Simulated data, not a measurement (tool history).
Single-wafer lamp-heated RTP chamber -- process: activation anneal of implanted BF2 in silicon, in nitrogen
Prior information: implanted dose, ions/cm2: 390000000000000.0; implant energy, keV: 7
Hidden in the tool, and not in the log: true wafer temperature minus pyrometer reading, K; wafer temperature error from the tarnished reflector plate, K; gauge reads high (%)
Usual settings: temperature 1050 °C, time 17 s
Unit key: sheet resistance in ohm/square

run,hour,temperature,time,wafers since the last listed run,wafers since the last pyrometer calibration,wafers since the reflector plate was cleaned,hours since the gauge calibration,"read-back reference wafer on the same gauge, sheet resistance",sheet resistance
1,0,1060,15,0,1604,10181,332.3,371.03,349.17
2,24.6,1050,17,271,1876,10453,356.9,370.92,355.29
# hour 77: pyrometer window cleaned and pyrometer calibrated
3,77.5,1050,17,496,5,10949,409.8,371,361.58
4,133.8,1050,17,622,627,11571,466.1,371,360.83
5,159.8,1065,17,287,915,11859,492.1,371.05,342.66
6,176.7,1065,17,186,1102,12046,509,370.81,343.49
7,190.2,1059,17,149,1251,12195,522.5,371.05,348.55
8,209,1059,17,207,1459,12403,541.3,370.87,347.49
# hour 250.3: reflector plate cleaned
# hour 281.1: pyrometer window cleaned and pyrometer calibrated
9,281.6,1050,17,625,5,257,613.9,371.15,359.76
10,297.7,1050,23,177,183,435,630,371.1,348.1
11,312.6,1050,23,164,348,599,644.9,371.02,347.24
12,345.9,1050,17,368,716,968,678.2,370.94,357.75
13,367.8,1050,17,242,958,1210,700.1,371.03,358.03
14,399.5,1050,17,350,1308,1560,731.8,371.04,358.56
15,412.9,1042,26,148,1456,1708,745.2,371.07,349.36
16,436.2,1022,8,257,1714,1966,768.5,371.04,415.81
17,470,1050,23,373,2088,2339,802.3,371.04,340.61
# hour 474.6: gauge calibrated
18,505,1050,17,386,2474,2726,30.4,370.92,351.02
# hour 536.7: pyrometer window cleaned and pyrometer calibrated
19,539,1063,13,287,25,3014,64.4,370.93,354.55
20,553.7,1026,27,162,188,3176,79.1,371.04,374.04
21,585.2,1050,26,348,536,3524,110.6,371.06,342.56
22,601.1,1050,17,175,712,3700,126.5,371.08,358.5
23,634.5,1050,7,369,1081,4069,159.9,370.94,391.65
24,666.3,1063,7,351,1433,4421,191.7,371.11,373.29
25,701.6,1050,17,390,1823,4811,227,371.09,355.54
26,732,1077,8,336,2159,5147,257.4,371.2,348.31
# hour 740: pyrometer window cleaned and pyrometer calibrated
27,764,1031,12,265,265,5413,289.4,371.11,396.09
28,786.7,1050,17,250,516,5664,312.1,371.05,360.32
29,809,1050,26,246,762,5910,334.4,370.98,342.25

For some of the steps in sheet resistance from one run to the next: how much would appear even if the tool had no hidden state, given the settings, what came in and random variation, and how much remains for the hidden state plus any gauge scatter that the measured result and the result without hidden state don't share?
Run 15 -> 16: temperature 1042 -> 1022, time 26 -> 8. sheet resistance +66.45 ohm/square: hidden state -1.39, all else +67.84.
Run 16 -> 17: temperature 1022 -> 1050, time 8 -> 23. sheet resistance -75.2 ohm/square: hidden state -0.83, all else -74.37.
Run 18 -> 19: temperature 1050 -> 1063, time 17 -> 13, pyrometer window cleaned and pyrometer calibrated. sheet resistance +3.53 ohm/square: hidden state +9.35, all else -5.82.
Run 26 -> 27: temperature 1077 -> 1031, time 8 -> 12, pyrometer window cleaned and pyrometer calibrated. sheet resistance +47.78 ohm/square: hidden state +6.45, all else +41.33.
